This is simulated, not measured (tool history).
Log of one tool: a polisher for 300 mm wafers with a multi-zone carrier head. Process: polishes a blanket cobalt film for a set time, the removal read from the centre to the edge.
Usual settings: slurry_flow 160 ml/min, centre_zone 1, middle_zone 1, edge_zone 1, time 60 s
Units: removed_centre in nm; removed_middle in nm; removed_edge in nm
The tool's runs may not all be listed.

| run | hour | slurry_flow | centre_zone | middle_zone | edge_zone | time | wafers since the last listed run | wafers polished on this pad | hours since the slurry nozzle was cleaned | hours since the centre zone pressure was calibrated | hours since the edge zone pressure was calibrated | hours since the carrier head's membrane was replaced | incoming thickness of the incoming film, nm | removed_centre | removed_middle | removed_edge |
|---|---|---|---|---|---|---|---|---|---|---|---|---|---|---|---|---|
| 1 | 0 | 160 | 1.05 | 1 | 1 | 60 | 0 | 1209 | 668.7 | 359.7 | 859.9 | 812.5 | 1512.4 | 222.5 | 214.9 | 228 |
|  | 13 | worn pad replaced by a new one |
| 2 | 16.3 | 160 | 1.05 | 1 | 1 | 60 | 185 | 50 | 685 | 376 | 876.2 | 828.8 | 1530.2 | 228 | 218.2 | 229.1 |
|  | 90.6 | worn pad replaced by a new one |
| 3 | 103.5 | 160 | 1.05 | 1 | 1 | 60 | 1251 | 193 | 772.2 | 463.2 | 963.4 | 916 | 1555 | 224.4 | 213.8 | 218.4 |
| 4 | 126.4 | 160 | 1 | 1 | 1 | 60 | 344 | 538 | 795.1 | 486.1 | 986.3 | 938.9 | 1521.8 | 217.9 | 210.1 | 224.5 |
| 5 | 145.2 | 160 | 1 | 1 | 1 | 60 | 282 | 821 | 813.9 | 504.9 | 1005.1 | 957.7 | 1555.2 | 219.9 | 208.6 | 224 |
| 6 | 169.7 | 160 | 1 | 1 | 1 | 60 | 368 | 1189 | 838.4 | 529.4 | 1029.6 | 982.2 | 1526.2 | 215.9 | 208.7 | 221.4 |
|  | 179.9 | carrier head's membrane replaced by a new one |
|  | 192.3 | worn pad replaced by a new one |
|  | 196.9 | slurry nozzle cleaned |
| 7 | 197.6 | 160 | 1 | 1 | 1 | 71 | 269 | 65 | 0.7 | 557.3 | 1057.5 | 17.7 | 1544.6 | 292 | 276.1 | 282.4 |
|  | 204 | centre zone pressure recalibrated |
| 8 | 217.8 | 160 | 1 | 1 | 1 | 60 | 273 | 339 | 20.9 | 13.8 | 1077.7 | 37.9 | 1536.9 | 231.1 | 229.9 | 239.2 |
|  | 277 | worn pad replaced by a new one |
|  | 296.4 | edge zone pressure recalibrated |
| 9 | 300.2 | 160 | 0.9 | 1 | 1 | 60 | 1149 | 318 | 103.3 | 96.2 | 3.8 | 120.3 | 1522.2 | 214.8 | 229.7 | 233.3 |
| 10 | 331.8 | 160 | 0.89 | 1 | 1 | 60 | 475 | 793 | 134.9 | 127.8 | 35.4 | 151.9 | 1519.3 | 210.7 | 226.8 | 236.6 |
|  | 358.8 | worn pad replaced by a new one |
| 11 | 359.3 | 160 | 1 | 1 | 1 | 60 | 353 | 8 | 162.4 | 155.3 | 62.9 | 179.4 | 1532.9 | 227.6 | 227.4 | 233.2 |
| 12 | 370.9 | 160 | 1 | 1 | 0.93 | 50 | 174 | 182 | 174 | 166.9 | 74.5 | 191 | 1500 | 190.3 | 189.7 | 191.9 |
| 13 | 389.8 | 160 | 1 | 0.88 | 1 | 60 | 284 | 466 | 192.9 | 185.8 | 93.4 | 209.9 | 1545.5 | 228 | 204.8 | 232.5 |
| 14 | 410.9 | 160 | 1 | 1 | 1 | 60 | 317 | 784 | 214 | 206.9 | 114.5 | 231 | 1537.8 | 228.2 | 224.6 | 234.2 |
| 15 | 435.2 | 160 | 1 | 1 | 0.88 | 60 | 365 | 1149 | 238.3 | 231.2 | 138.8 | 255.3 | 1509.4 | 232.3 | 223.8 | 221.3 |
|  | 449.3 | worn pad replaced by a new one |
| 16 | 451.3 | 210 | 1 | 0.91 | 1 | 50 | 182 | 30 | 254.4 | 247.3 | 154.9 | 271.4 | 1521.7 | 200 | 182.9 | 198.3 |

Forecast each of these 4 alternatives for the next run:
| A | 451.7 | 160 | 1 | 1 | 1 | 60 | 6 | 36 | 254.8 | 247.7 | 155.3 | 271.8 | 1555.6 | ? | ? | ? |
| B | 451.7 | 135 | 1.05 | 1.09 | 1 | 70 | 6 | 36 | 254.8 | 247.7 | 155.3 | 271.8 | 1555.6 | ? | ? | ? |
| C | 451.7 | 160 | 1.07 | 1 | 0.9 | 69 | 6 | 36 | 254.8 | 247.7 | 155.3 | 271.8 | 1555.6 | ? | ? | ? |
| D | 451.7 | 160 | 0.93 | 0.88 | 1.07 | 81 | 6 | 36 | 254.8 | 247.7 | 155.3 | 271.8 | 1555.6 | ? | ? | ? |

| run | removed_centre | removed_middle | removed_edge |
|---|---|---|---|
| A | 229.7 | 228.5 | 232.5 |
| B | 266.3 | 276.6 | 264.2 |
| C | 277 | 262.8 | 256.3 |
| D | 294.7 | 277.3 | 323.5 |
Without the tool's hidden state the same runs would have given:
| run | removed_centre | removed_middle | removed_edge |
|---|---|---|---|
| A | 234.6 | 238.4 | 239.6 |
| B | 274.1 | 290.4 | 273.3 |
| C | 282.9 | 274.1 | 264.1 |
| D | 300.9 | 289.2 | 333.3 |
